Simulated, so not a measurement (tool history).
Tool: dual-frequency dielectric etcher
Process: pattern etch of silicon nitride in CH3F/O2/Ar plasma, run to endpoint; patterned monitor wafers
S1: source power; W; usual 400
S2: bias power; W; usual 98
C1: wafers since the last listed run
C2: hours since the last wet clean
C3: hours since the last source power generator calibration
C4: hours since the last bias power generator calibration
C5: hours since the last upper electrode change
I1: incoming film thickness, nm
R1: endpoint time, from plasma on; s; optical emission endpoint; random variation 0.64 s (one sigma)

run 1 hour=0.0 | S1=350 S2=98 | C1=0 C2=212.0 C3=3719.1 C4=1678.0 C5=4989.8 | I1=56.2 | R1=77.8
run 2 hour=6.6 | S1=350 S2=98 | C1=98 C2=218.6 C3=3725.7 C4=1684.6 C5=4996.4 | I1=56.8 | R1=78.6
run 3 hour=51.6 | S1=350 S2=98 | C1=668 C2=263.6 C3=3770.7 C4=1729.6 C5=5041.4 | I1=56.7 | R1=78.5
run 4 hour=64.6 | S1=430 S2=98 | C1=193 C2=276.6 C3=3783.7 C4=1742.6 C5=5054.4 | I1=56.6 | R1=68.2
run 5 hour=78.5 | S1=430 S2=98 | C1=206 C2=290.5 C3=3797.6 C4=1756.5 C5=5068.3 | I1=57.2 | R1=69.9
run 6 hour=90.1 | S1=430 S2=98 | C1=172 C2=302.1 C3=3809.2 C4=1768.1 C5=5079.9 | I1=56.9 | R1=69.1
run 7 hour=107.7 | S1=400 S2=98 | C1=261 C2=319.7 C3=3826.8 C4=1785.7 C5=5097.5 | I1=57.1 | R1=72.7
run 8 hour=119.6 | S1=400 S2=98 | C1=176 C2=331.6 C3=3838.7 C4=1797.6 C5=5109.4 | I1=57.1 | R1=72.9
-- hour=125.3 bias power generator calibrated
run 9 hour=133.6 | S1=400 S2=98 | C1=148 C2=345.6 C3=3852.7 C4=8.3 C5=5123.4 | I1=56.8 | R1=71.8
run 10 hour=149.0 | S1=400 S2=98 | C1=228 C2=361.0 C3=3868.1 C4=23.7 C5=5138.8 | I1=56.8 | R1=71.9
run 11 hour=161.6 | S1=400 S2=98 | C1=187 C2=373.6 C3=3880.7 C4=36.3 C5=5151.4 | I1=56.6 | R1=72.2
-- hour=196.6 wet clean of the chamber
run 12 hour=197.1 | S1=400 S2=104 | C1=170 C2=0.5 C3=3916.2 C4=71.8 C5=5186.9 | I1=56.4 | R1=69.4
run 13 hour=197.4 | S1=400 S2=104 | C1=4 C2=0.8 C3=3916.5 C4=72.1 C5=5187.2 | I1=56.8 | R1=70.0
run 14 hour=197.8 | S1=400 S2=104 | C1=5 C2=1.2 C3=3916.9 C4=72.5 C5=5187.6 | I1=56.7 | R1=71.3
run 15 hour=208.0 | S1=400 S2=98 | C1=151 C2=11.4 C3=3927.1 C4=82.7 C5=5197.8 | I1=57.2 | R1=72.5
run 16 hour=222.9 | S1=360 S2=74 | C1=221 C2=26.3 C3=3942.0 C4=97.6 C5=5212.7 | I1=57.1 | R1=82.6
run 17 hour=233.5 | S1=490 S2=98 | C1=157 C2=36.9 C3=3952.6 C4=108.2 C5=5223.3 | I1=56.8 | R1=64.0
-- hour=242.8 source power generator calibrated
run 18 hour=248.4 | S1=370 S2=81 | C1=161 C2=51.8 C3=5.6 C4=123.1 C5=5238.2 | I1=57.0 | R1=80.3
run 19 hour=262.3 | S1=400 S2=106 | C1=206 C2=65.7 C3=19.5 C4=137.0 C5=5252.1 | I1=56.9 | R1=70.0
run 20 hour=274.7 | S1=400 S2=117 | C1=184 C2=78.1 C3=31.9 C4=149.4 C5=5264.5 | I1=56.8 | R1=67.3
run 21 hour=282.9 | S1=300 S2=98 | C1=121 C2=86.3 C3=40.1 C4=157.6 C5=5272.7 | I1=57.1 | R1=88.1
run 22 hour=292.3 | S1=460 S2=82 | C1=139 C2=95.7 C3=49.5 C4=167.0 C5=5282.1 | I1=56.8 | R1=70.1
run 23 hour=304.6 | S1=490 S2=116 | C1=182 C2=108.0 C3=61.8 C4=179.3 C5=5294.4 | I1=56.9 | R1=61.4
-- hour=367.8 upper electrode replaced
run 24 hour=368.3 | S1=340 S2=89 | C1=589 C2=171.7 C3=125.5 C4=243.0 C5=0.5 | I1=56.7 | R1=82.3
run 25 hour=375.3 | S1=330 S2=108 | C1=104 C2=178.7 C3=132.5 C4=250.0 C5=7.5 | I1=56.9 | R1=78.0
run 26 hour=381.7 | S1=400 S2=109 | C1=95 C2=185.1 C3=138.9 C4=256.4 C5=13.9 | I1=56.8 | R1=69.5
run 27 hour=391.4 | S1=400 S2=98 | C1=144 C2=194.8 C3=148.6 C4=266.1 C5=23.6 | I1=56.9 | R1=71.6
run 28 hour=399.2 | S1=360 S2=112 | C1=115 C2=202.6 C3=156.4 C4=273.9 C5=31.4 | I1=56.9 | R1=73.9
run 29 hour=414.5 | S1=310 S2=114 | C1=227 C2=217.9 C3=171.7 C4=289.2 C5=46.7 | I1=57.1 | R1=82.1
run 30 hour=429.8 | S1=400 S2=104 | C1=227 C2=233.2 C3=187.0 C4=304.5 C5=62.0 | I1=56.9 | R1=71.5
run 31 hour=444.5 | S1=320 S2=90 | C1=218 C2=247.9 C3=201.7 C4=319.2 C5=76.7 | I1=56.9 | R1=84.4
run 32 hour=455.2 | S1=340 S2=76 | C1=159 C2=258.6 C3=212.4 C4=329.9 C5=87.4 | I1=56.8 | R1=85.3
run 33 hour=466.9 | S1=400 S2=98 | C1=173 C2=270.3 C3=224.1 C4=341.6 C5=99.1 | I1=57.5 | R1=72.7
run 34 hour=474.5 | S1=370 S2=111 | C1=112 C2=277.9 C3=231.7 C4=349.2 C5=106.7 | I1=56.8 | R1=72.6
run 35 hour=485.4 | S1=400 S2=98 | C1=161 C2=288.8 C3=242.6 C4=360.1 C5=117.6 | I1=57.1 | R1=71.5

What the log doesn't show, run by run:
etch rate over this chamber's usual, %: 0 in every run
source power that arrives over what is set, %: 0 in every run
bias power that arrives over what is set, %: 0 in every run
